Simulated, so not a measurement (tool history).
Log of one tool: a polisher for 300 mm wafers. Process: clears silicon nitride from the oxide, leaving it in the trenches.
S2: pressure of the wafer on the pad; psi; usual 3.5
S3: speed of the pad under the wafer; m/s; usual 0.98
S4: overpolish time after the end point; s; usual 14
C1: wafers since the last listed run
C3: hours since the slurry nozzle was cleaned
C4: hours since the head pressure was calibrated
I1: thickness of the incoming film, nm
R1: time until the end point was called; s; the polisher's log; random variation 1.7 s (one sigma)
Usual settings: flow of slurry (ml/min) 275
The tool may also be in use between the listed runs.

Run 1, day 0: usual settings; C1 0; wafers polished on this pad 494; C3 521.2; C4 387.5; I1 159.6. Result: R1 144 s.
Run 2, day 1.175: usual settings; C1 142; wafers polished on this pad 637; C3 549.4; C4 415.7; I1 160.6. Result: R1 149.2 s.
Run 3, day 1.871: usual settings; C1 84; wafers polished on this pad 721; C3 566.1; C4 432.4; I1 161.6. Result: R1 147.2 s.
Run 4, day 2.467: usual settings; C1 72; wafers polished on this pad 793; C3 580.4; C4 446.7; I1 159.3. Result: R1 146.2 s.
At day 4.246: worn pad replaced by a new one.
Run 5, day 6.2: usual settings; C1 431; wafers polished on this pad 236; C3 670; C4 536.3; I1 161.5. Result: R1 141.5 s.
Run 6, day 6.9: usual settings but S3 0.74 m/s; C1 84; wafers polished on this pad 321; C3 686.8; C4 553.1; I1 159.9. Result: R1 187.9 s.
Run 7, day 7.496: usual settings; C1 72; wafers polished on this pad 393; C3 701.1; C4 567.4; I1 161.4. Result: R1 145.8 s.
Run 8, day 8.742: usual settings; C1 150; wafers polished on this pad 544; C3 731; C4 597.3; I1 157.6. Result: R1 142.7 s.
Run 9, day 10.117: usual settings; C1 166; wafers polished on this pad 710; C3 764; C4 630.3; I1 159.1. Result: R1 146.3 s.
Run 10, day 11.054: usual settings but S2 2.5 psi; C1 113; wafers polished on this pad 824; C3 786.5; C4 652.8; I1 160.5. Result: R1 188.7 s.
Run 11, day 11.629: usual settings; C1 69; wafers polished on this pad 893; C3 800.3; C4 666.6; I1 159.8. Result: R1 147.3 s.
Run 12, day 12.467: usual settings; C1 101; wafers polished on this pad 995; C3 820.4; C4 686.7; I1 160.2. Result: R1 149.3 s.
At day 13.083: worn pad replaced by a new one.
Run 13, day 13.783: usual settings; C1 139; wafers polished on this pad 84; C3 852; C4 718.3; I1 159.4. Result: R1 145 s.
At day 14.946: slurry nozzle cleaned.
Run 14, day 15.05: usual settings but S2 2.8 psi; C1 148; wafers polished on this pad 232; C3 2.5; C4 748.7; I1 161.8. Result: R1 177.3 s.
Run 15, day 16.033: usual settings but flow of slurry (ml/min) 190; C1 119; wafers polished on this pad 352; C3 26.1; C4 772.3; I1 159.3. Result: R1 155.2 s.
Run 16, day 16.771: usual settings but flow of slurry (ml/min) 245, S2 2.8 psi, S3 0.88 m/s, S4 22 s; C1 89; wafers polished on this pad 441; C3 43.8; C4 790; I1 161.2. Result: R1 193.9 s.
Run 17, day 18.183: usual settings but flow of slurry (ml/min) 370, S3 0.88 m/s; C1 170; wafers polished on this pad 612; C3 77.7; C4 823.9; I1 157.8. Result: R1 160.2 s.
Run 18, day 18.821: usual settings but flow of slurry (ml/min) 370, S3 0.88 m/s; C1 77; wafers polished on this pad 689; C3 93; C4 839.2; I1 159. Result: R1 163.3 s.
Run 19, day 20.038: usual settings; C1 147; wafers polished on this pad 836; C3 122.2; C4 868.4; I1 158.5. Result: R1 153.3 s.

Run 20 comes next. What will it give?
At day 20.254: worn pad replaced by a new one.
Run 20, day 20.796: usual settings but flow of slurry (ml/min) 195, S2 2.5 psi, S4 17 s; C1 71; wafers polished on this pad 65; C3 140.4; C4 886.6; I1 158.9. Result: R1 ?.

Run 20 gave R1 188.4 s.
Without the tool's hidden state the same run would have given R1 187.3 s.

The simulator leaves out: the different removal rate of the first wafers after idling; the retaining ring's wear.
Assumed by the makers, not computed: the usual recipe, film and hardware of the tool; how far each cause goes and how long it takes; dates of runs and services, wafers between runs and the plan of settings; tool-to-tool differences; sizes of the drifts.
